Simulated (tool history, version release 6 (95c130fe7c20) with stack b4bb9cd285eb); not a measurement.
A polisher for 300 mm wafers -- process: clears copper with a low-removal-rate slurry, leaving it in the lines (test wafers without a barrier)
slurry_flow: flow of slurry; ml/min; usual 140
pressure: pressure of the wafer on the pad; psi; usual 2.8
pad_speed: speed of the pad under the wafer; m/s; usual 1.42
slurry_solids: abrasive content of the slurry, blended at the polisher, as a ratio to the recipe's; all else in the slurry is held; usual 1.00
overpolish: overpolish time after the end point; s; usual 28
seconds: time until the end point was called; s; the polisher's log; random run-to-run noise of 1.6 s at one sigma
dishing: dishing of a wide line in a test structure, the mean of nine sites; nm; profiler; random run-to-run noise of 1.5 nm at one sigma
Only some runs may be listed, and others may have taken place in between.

run,day,slurry_flow,pressure,pad_speed,slurry_solids,overpolish,wafers since the last listed run,wafers polished on this pad,hours since the slurry nozzle was cleaned,hours since the head pressure was calibrated,hours since the slurry blender was calibrated,"incoming thickness of the incoming film, nm",seconds,dishing
1,0.000,140,2.8,1.42,1.00,28,0,862,299.3,250.9,318.5,592.0,123.1,68.9
2,2.404,140,2.8,1.42,1.00,28,302,1164,357.0,308.6,376.2,578.2,120.3,68.8
3,5.233,140,2.8,1.42,1.00,28,355,1520,424.9,376.5,444.1,575.9,123.5,70.0
# day 6.804: slurry blender recalibrated
4,7.892,140,2.8,1.42,1.00,28,323,1843,488.7,440.3,26.1,583.4,124.2,67.7
# day 9.092: slurry nozzle cleaned
5,11.533,140,2.8,1.42,1.00,28,452,2296,58.6,527.7,113.5,572.9,120.1,67.8
# day 13.112: worn pad replaced by a new one
6,15.662,140,2.8,1.42,1.00,28,497,320,157.7,626.8,212.6,577.3,121.0,67.3
7,19.908,140,2.8,1.42,1.00,28,533,853,259.6,728.7,314.5,575.9,121.9,67.4
8,21.579,150,2.8,1.42,1.00,28,209,1063,299.7,768.8,354.6,580.6,122.1,68.5
# day 22.954: head pressure recalibrated
9,25.879,150,2.8,1.42,1.00,28,529,1593,402.9,70.2,457.8,584.0,120.2,68.3
10,27.808,140,2.8,1.42,1.00,28,242,1836,449.2,116.5,504.1,571.9,121.1,65.2
# day 30.429: slurry blender recalibrated
11,30.450,140,3.6,1.10,1.00,28,321,2157,512.6,179.9,0.5,582.7,120.6,69.1
# day 30.996: slurry nozzle cleaned
12,33.483,140,2.8,1.42,1.15,28,375,2533,59.7,252.7,73.3,579.5,115.5,68.9
13,35.475,140,2.8,1.42,1.00,28,250,2784,107.5,300.5,121.1,571.2,119.2,68.8
# day 36.975: worn pad replaced by a new one
14,38.104,160,2.8,1.42,1.10,28,309,141,170.6,363.6,184.2,573.1,118.2,67.7
15,41.150,140,2.8,1.42,1.15,28,382,524,243.7,436.7,257.3,585.6,119.1,66.8
16,44.762,140,3.6,1.42,1.00,28,453,978,330.4,523.4,344.0,578.2,95.3,84.6
17,48.312,140,2.8,1.42,1.00,12,446,1424,415.6,608.6,429.2,573.3,123.0,35.2
# day 50.442: slurry nozzle cleaned
18,52.692,140,2.3,1.42,1.00,11,545,1969,54.0,713.7,534.3,568.2,143.1,28.7
# day 54.042: slurry blender recalibrated
19,56.262,140,2.8,1.42,1.00,28,438,2408,139.7,799.4,53.3,587.2,123.5,67.9
# day 58.304: head pressure recalibrated
# day 60.217: worn pad replaced by a new one
20,60.238,110,2.8,1.42,1.00,28,468,2,235.1,46.4,148.7,588.3,128.5,62.9
21,61.633,140,2.8,1.42,1.00,28,175,177,268.6,79.9,182.2,573.7,119.4,69.7
22,63.133,170,3.1,1.42,1.00,22,188,366,304.6,115.9,218.2,587.8,106.5,64.9
23,65.775,140,2.8,1.42,1.00,28,331,698,368.0,179.3,281.6,584.8,121.8,69.9
24,70.192,180,2.8,1.06,1.00,28,555,1253,474.0,285.3,387.6,574.6,153.3,55.8
25,71.954,140,2.8,0.98,1.00,28,221,1474,516.3,327.6,429.9,571.2,175.8,52.8
# day 72.688: slurry blender recalibrated
# day 73.467: slurry nozzle cleaned
26,73.683,140,3.8,1.42,1.00,28,201,1676,5.2,369.1,23.9,580.4,91.2,83.1
27,77.900,140,2.8,1.42,1.00,28,529,2206,106.4,470.3,125.1,585.7,124.2,67.9
28,81.075,140,2.8,1.42,1.00,28,399,2605,182.6,546.5,201.3,577.5,119.1,68.3
# day 82.321: worn pad replaced by a new one
29,82.929,95,2.1,1.86,1.00,42,212,76,227.1,591.0,245.8,581.4,135.2,76.6

3 options for the next run, each taken on its own from the tool as it stands now. Forecast them:
A,82.950,140,3.7,1.42,1.00,28,2,78,227.6,591.5,246.3,589.8,?,?
B,82.950,140,2.8,1.20,0.75,28,2,78,227.6,591.5,246.3,589.8,?,?
C,82.950,165,2.2,1.42,1.00,28,2,78,227.6,591.5,246.3,589.8,?,?

run,seconds,dishing
A,97.4,83.2
B,157.7,58.4
C,153.7,57.6
Without the tool's unlogged condition, the same runs would have read:
run,seconds,dishing
A,97.4,83.2
B,157.7,58.4
C,153.7,57.6
